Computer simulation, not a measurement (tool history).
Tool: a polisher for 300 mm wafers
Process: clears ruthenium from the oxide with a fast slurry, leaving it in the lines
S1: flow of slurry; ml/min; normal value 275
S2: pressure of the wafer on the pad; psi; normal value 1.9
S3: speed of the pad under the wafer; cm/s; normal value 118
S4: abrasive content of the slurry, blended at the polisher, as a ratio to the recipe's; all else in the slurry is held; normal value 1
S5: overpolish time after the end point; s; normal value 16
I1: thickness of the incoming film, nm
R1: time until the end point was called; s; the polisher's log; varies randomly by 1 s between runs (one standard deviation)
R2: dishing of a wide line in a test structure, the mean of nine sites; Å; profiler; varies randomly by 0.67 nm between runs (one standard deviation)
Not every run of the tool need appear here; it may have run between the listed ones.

run   hour   S1   S2   S3  S4  S5     I1    R1   R2
  1    0.0  275  1.9  138   1  16  212.3  60.2  473
      34.3  -- slurry blender recalibrated
      64.4  -- worn pad replaced by a new one
  2   64.9  275  1.9  118   1  16  209.0  60.5  452
      88.0  -- head pressure recalibrated
      99.4  -- slurry nozzle cleaned
  3  103.6  275  1.9  118   1  16  210.1  69.9  439
  4  165.7  275  1.9  118   1  16  208.8  66.1  428
  5  206.0  275  2.1  118   1  16  208.6  60.4  462
  6  257.5  275  2.1  118   1  16  208.2  62.0  454
     263.2  -- worn pad replaced by a new one
  7  292.0  275  2.1  118   1  16  210.4  62.9  454
     330.8  -- slurry blender recalibrated
  8  351.4  275  1.4  118   1  19  209.6  89.0  399
     382.4  -- slurry nozzle cleaned
  9  422.7  275  1.9  118   1  16  211.1  67.5  441
 10  465.9  275  1.9  118   1  16  206.7  65.9  444

What will run 11 give?
     470.3  -- worn pad replaced by a new one
 11  492.0  275  1.9  118   1  16  211.9   ?   ?

R1: 64.9 s
R2: 452 Å
Had the tool carried no hidden state, the very same run would have given R1 67.5 s, R2 436 Å.
